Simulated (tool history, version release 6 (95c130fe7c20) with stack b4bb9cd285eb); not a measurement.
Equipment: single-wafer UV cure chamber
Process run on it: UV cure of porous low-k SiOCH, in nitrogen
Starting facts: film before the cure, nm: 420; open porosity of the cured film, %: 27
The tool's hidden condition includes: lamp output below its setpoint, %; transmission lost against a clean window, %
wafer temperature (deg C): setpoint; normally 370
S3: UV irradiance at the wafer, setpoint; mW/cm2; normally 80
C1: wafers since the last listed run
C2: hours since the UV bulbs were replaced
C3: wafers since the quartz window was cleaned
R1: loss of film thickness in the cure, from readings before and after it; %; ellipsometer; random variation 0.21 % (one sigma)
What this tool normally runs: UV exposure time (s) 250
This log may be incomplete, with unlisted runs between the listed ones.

Run 1, hour 0.0: usual settings; C1 0; C2 1250.3; C3 1254. Result: R1 11.860 %.
Run 2, hour 53.2: usual settings; C1 392; C2 1303.5; C3 1646. Result: R1 11.950 %.
Run 3, hour 106.8: usual settings; C1 395; C2 1357.1; C3 2041. Result: R1 11.975 %.
Run 4, hour 156.0: usual settings; C1 362; C2 1406.3; C3 2404. Result: R1 11.446 %.
Run 5, hour 261.2: usual settings; C1 775; C2 1511.5; C3 3179. Result: R1 11.272 %.
Run 6, hour 306.4: usual settings; C1 333; C2 1556.7; C3 3512. Result: R1 11.404 %.
Run 7, hour 351.9: usual settings; C1 335; C2 1602.2; C3 3848. Result: R1 11.479 %.
Run 8, hour 376.8: usual settings; C1 183; C2 1627.1; C3 4031. Result: R1 11.306 %.
At hour 385.4: quartz window cleaned.
Run 9, hour 434.2: usual settings but S3 99 mW/cm2; C1 364; C2 1684.5; C3 359. Result: R1 13.567 %.
Run 10, hour 490.8: usual settings but S3 99 mW/cm2; C1 417; C2 1741.1; C3 776. Result: R1 13.008 %.
Run 11, hour 549.0: usual settings but S3 109 mW/cm2; C1 428; C2 1799.3; C3 1205. Result: R1 13.357 %.
Run 12, hour 596.6: usual settings but S3 109 mW/cm2; C1 350; C2 1846.9; C3 1556. Result: R1 13.672 %.
At hour 638.8: UV bulbs replaced.
Run 13, hour 639.3: usual settings but S3 109 mW/cm2; C1 255; C2 0.5; C3 1812. Result: R1 13.325 %.
Run 14, hour 684.1: usual settings but UV exposure time (s) 160, S3 52 mW/cm2; C1 330; C2 45.3; C3 2142. Result: R1 7.314 %.
Run 15, hour 719.2: usual settings; C1 258; C2 80.4; C3 2401. Result: R1 11.289 %.
Run 16, hour 788.7: usual settings; C1 512; C2 149.9; C3 2913. Result: R1 11.420 %.
Run 17, hour 851.3: usual settings but wafer temperature (deg C) 354, UV exposure time (s) 115, S3 41 mW/cm2; C1 461; C2 212.5; C3 3375. Result: R1 4.604 %.
Run 18, hour 909.4: usual settings but S3 109 mW/cm2; C1 428; C2 270.6; C3 3803. Result: R1 12.941 %.
At hour 967.3: quartz window cleaned.
Run 19, hour 978.0: usual settings but S3 94 mW/cm2; C1 446; C2 339.2; C3 78. Result: R1 13.219 %.
Run 20, hour 1017.0: usual settings but wafer temperature (deg C) 364, UV exposure time (s) 180, S3 40 mW/cm2; C1 287; C2 378.2; C3 366. Result: R1 6.899 %.
Run 21, hour 1061.3: usual settings but wafer temperature (deg C) 379, UV exposure time (s) 305; C1 326; C2 422.5; C3 692. Result: R1 13.172 %.
Run 22, hour 1100.0: usual settings; C1 285; C2 461.2; C3 978. Result: R1 11.919 %.
Run 23, hour 1161.7: usual settings but wafer temperature (deg C) 358, UV exposure time (s) 330, S3 103 mW/cm2; C1 454; C2 522.9; C3 1432. Result: R1 14.405 %.
Run 24, hour 1190.6: usual settings but UV exposure time (s) 205, S3 99 mW/cm2; C1 213; C2 551.8; C3 1645. Result: R1 11.866 %.
Run 25, hour 1229.7: usual settings; C1 288; C2 590.9; C3 1934. Result: R1 11.665 %.
Run 26, hour 1279.9: usual settings but wafer temperature (deg C) 376, UV exposure time (s) 355, S3 41 mW/cm2; C1 370; C2 641.1; C3 2304. Result: R1 9.829 %.
Run 27, hour 1322.8: usual settings but wafer temperature (deg C) 380, UV exposure time (s) 190; C1 316; C2 684.0; C3 2620. Result: R1 10.260 %.
Run 28, hour 1349.5: usual settings; C1 196; C2 710.7; C3 2817. Result: R1 11.696 %.
Run 29, hour 1408.8: usual settings but wafer temperature (deg C) 359; C1 437; C2 770.0; C3 3254. Result: R1 11.120 %.
Run 30, hour 1463.5: usual settings; C1 403; C2 824.7; C3 3657. Result: R1 11.060 %.
At hour 1544.1: quartz window cleaned.
Run 31, hour 1555.7: usual settings but wafer temperature (deg C) 379, UV exposure time (s) 150, S3 110 mW/cm2; C1 620; C2 916.9; C3 85. Result: R1 11.300 %.
Run 32, hour 1595.8: usual settings but S3 53 mW/cm2; C1 295; C2 957.0; C3 381. Result: R1 9.952 %.
Run 33, hour 1622.7: usual settings but wafer temperature (deg C) 389, S3 61 mW/cm2; C1 198; C2 983.9; C3 579. Result: R1 11.205 %.

What if the next run were any one of these 5? Each begins from the tool's condition after run 33:
Run A, hour 1623.2: usual settings; C1 3; C2 984.4; C3 583. Result: R1 ?.
Run B, hour 1623.2: usual settings but wafer temperature (deg C) 357; C1 3; C2 984.4; C3 583. Result: R1 ?.
Run C, hour 1623.2: usual settings but wafer temperature (deg C) 375, UV exposure time (s) 120; C1 3; C2 984.4; C3 583. Result: R1 ?.
Run D, hour 1623.2: usual settings but wafer temperature (deg C) 380, S3 64 mW/cm2; C1 3; C2 984.4; C3 583. Result: R1 ?.
Run E, hour 1623.2: usual settings but UV exposure time (s) 325; C1 3; C2 984.4; C3 583. Result: R1 ?.

run      R1
  A  12.391
  B  12.098
  C   8.753
  D  11.442
  E  13.790
With no hidden state in the tool, these same runs would have given:
run      R1
  A  12.780
  B  12.485
  C   9.116
  D  11.824
  E  14.188

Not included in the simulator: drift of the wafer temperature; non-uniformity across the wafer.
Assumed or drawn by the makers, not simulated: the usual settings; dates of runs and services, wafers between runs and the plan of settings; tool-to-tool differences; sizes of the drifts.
